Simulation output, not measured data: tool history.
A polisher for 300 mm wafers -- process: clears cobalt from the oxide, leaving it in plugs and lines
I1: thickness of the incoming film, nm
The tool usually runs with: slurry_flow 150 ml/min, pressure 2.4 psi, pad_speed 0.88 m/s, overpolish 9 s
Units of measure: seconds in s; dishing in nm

Run 1, hour 0.0: usual settings; I1 190.9. Result: seconds 41.3 s, dishing 31.9 nm.
At hour 51.3: worn pad replaced by a new one.
Run 2, hour 69.2: usual settings; I1 186.5. Result: seconds 36.1 s, dishing 33.1 nm.
Run 3, hour 140.6: usual settings; I1 191.8. Result: seconds 37.7 s, dishing 32.7 nm.
Run 4, hour 209.9: usual settings; I1 189.8. Result: seconds 38.5 s, dishing 32.7 nm.
Run 5, hour 270.1: usual settings; I1 188.9. Result: seconds 38.8 s, dishing 32.5 nm.
Run 6, hour 303.5: usual settings; I1 191.7. Result: seconds 40.4 s, dishing 32.5 nm.
At hour 307.3: slurry nozzle cleaned.
Run 7, hour 362.9: usual settings; I1 190.6. Result: seconds 39.1 s, dishing 32.6 nm.
At hour 375.2: head pressure recalibrated.
At hour 385.2: worn pad replaced by a new one.
Run 8, hour 419.4: usual settings; I1 190.8. Result: seconds 42.7 s, dishing 30.5 nm.
Run 9, hour 468.1: usual settings; I1 191.4. Result: seconds 42.2 s, dishing 30.7 nm.
Run 10, hour 525.1: usual settings; I1 189.5. Result: seconds 43.1 s, dishing 29.7 nm.
Run 11, hour 554.2: usual settings; I1 188.0. Result: seconds 42.9 s, dishing 30.6 nm.
Run 12, hour 596.5: usual settings; I1 189.0. Result: seconds 42.5 s, dishing 30.2 nm.
Run 13, hour 631.3: usual settings; I1 191.9. Result: seconds 44.3 s, dishing 30.2 nm.
Run 14, hour 669.7: usual settings but slurry_flow 130 ml/min, overpolish 10 s; I1 189.7. Result: seconds 42.5 s, dishing 31.3 nm.
At hour 728.0: slurry nozzle cleaned.
Run 15, hour 732.4: usual settings; I1 188.5. Result: seconds 44.5 s, dishing 29.6 nm.
Run 16, hour 803.2: usual settings; I1 189.7. Result: seconds 44.7 s, dishing 29.7 nm.
At hour 815.3: worn pad replaced by a new one, repeated, since the last time left the tool worse.
Run 17, hour 848.7: usual settings but pad_speed 1.16 m/s, overpolish 13 s; I1 188.6. Result: seconds 28.5 s, dishing 50.8 nm.
Run 18, hour 914.9: usual settings but pressure 2.1 psi; I1 191.8. Result: seconds 44.8 s, dishing 30.0 nm.
Run 19, hour 985.0: usual settings but slurry_flow 185 ml/min, pad_speed 1.02 m/s; I1 188.6. Result: seconds 32.7 s, dishing 36.6 nm.
Run 20, hour 1040.0: usual settings but slurry_flow 185 ml/min; I1 189.8. Result: seconds 39.1 s, dishing 32.6 nm.
Run 21, hour 1079.8: usual settings but slurry_flow 115 ml/min, pressure 2.2 psi, pad_speed 0.80 m/s, overpolish 7 s; I1 187.5. Result: seconds 47.8 s, dishing 22.4 nm.
At hour 1122.1: slurry nozzle cleaned.
Run 22, hour 1133.4: usual settings but pressure 3.2 psi, pad_speed 1.12 m/s, overpolish 8 s; I1 187.0. Result: seconds 22.5 s, dishing 42.3 nm.
Run 23, hour 1158.9: usual settings but slurry_flow 175 ml/min, pressure 1.7 psi, pad_speed 1.18 m/s, overpolish 6 s; I1 187.7. Result: seconds 40.6 s, dishing 23.0 nm.
At hour 1182.4: worn pad replaced by a new one.
Run 24, hour 1227.1: usual settings but pressure 2.8 psi; I1 188.6. Result: seconds 33.0 s, dishing 37.3 nm.
Run 25, hour 1270.0: usual settings but slurry_flow 135 ml/min, pressure 2.9 psi, pad_speed 0.66 m/s, overpolish 6 s; I1 190.2. Result: seconds 44.0 s, dishing 21.4 nm.
Run 26, hour 1303.1: usual settings; I1 189.7. Result: seconds 40.1 s, dishing 32.7 nm.
Run 27, hour 1352.6: usual settings; I1 191.4. Result: seconds 39.1 s, dishing 33.0 nm.
Run 28, hour 1402.6: usual settings but slurry_flow 200 ml/min, pressure 1.7 psi; I1 193.0. Result: seconds 54.8 s, dishing 25.7 nm.
Run 29, hour 1439.4: usual settings but slurry_flow 175 ml/min, pad_speed 1.12 m/s, overpolish 12 s; I1 191.9. Result: seconds 30.0 s, dishing 46.1 nm.
Run 30, hour 1466.8: usual settings but pad_speed 0.74 m/s, overpolish 13 s; I1 189.9. Result: seconds 49.0 s, dishing 37.9 nm.
At hour 1522.5: slurry nozzle cleaned.
Run 31, hour 1527.7: usual settings but pressure 1.9 psi, pad_speed 1.10 m/s, overpolish 7 s; I1 191.7. Result: seconds 39.5 s, dishing 25.9 nm.
At hour 1548.8: worn pad replaced by a new one.
Run 32, hour 1572.6: usual settings but slurry_flow 120 ml/min, pressure 2.6 psi, pad_speed 0.60 m/s, overpolish 6 s; I1 187.7. Result: seconds 52.0 s, dishing 18.6 nm.
Run 33, hour 1608.3: usual settings; I1 188.9. Result: seconds 38.2 s, dishing 32.9 nm.
Run 34, hour 1650.5: usual settings but slurry_flow 125 ml/min, pressure 1.7 psi, pad_speed 1.06 m/s, overpolish 7 s; I1 193.5. Result: seconds 46.5 s, dishing 23.5 nm.
Run 35, hour 1675.7: usual settings but slurry_flow 115 ml/min, pad_speed 1.12 m/s, overpolish 5 s; I1 191.0. Result: seconds 31.5 s, dishing 24.1 nm.

Alternative continuations, all from the tool just after run 35; predict every row:
Run A, hour 1676.1: usual settings but overpolish 11 s; I1 190.9. Result: seconds ?, dishing ?.
Run B, hour 1676.1: usual settings but slurry_flow 175 ml/min, pressure 2.8 psi, pad_speed 0.76 m/s; I1 190.9. Result: seconds ?, dishing ?.
Run C, hour 1676.1: usual settings but slurry_flow 175 ml/min, pressure 1.7 psi, pad_speed 1.04 m/s, overpolish 5 s; I1 190.9. Result: seconds ?, dishing ?.

run  seconds  dishing
  A     39.3     36.9
  B     38.4     32.6
  C     46.1     17.5
With no hidden state in the tool, these same runs would have given:
run  seconds  dishing
  A     37.6     38.1
  B     36.7     33.7
  C     44.1     18.2
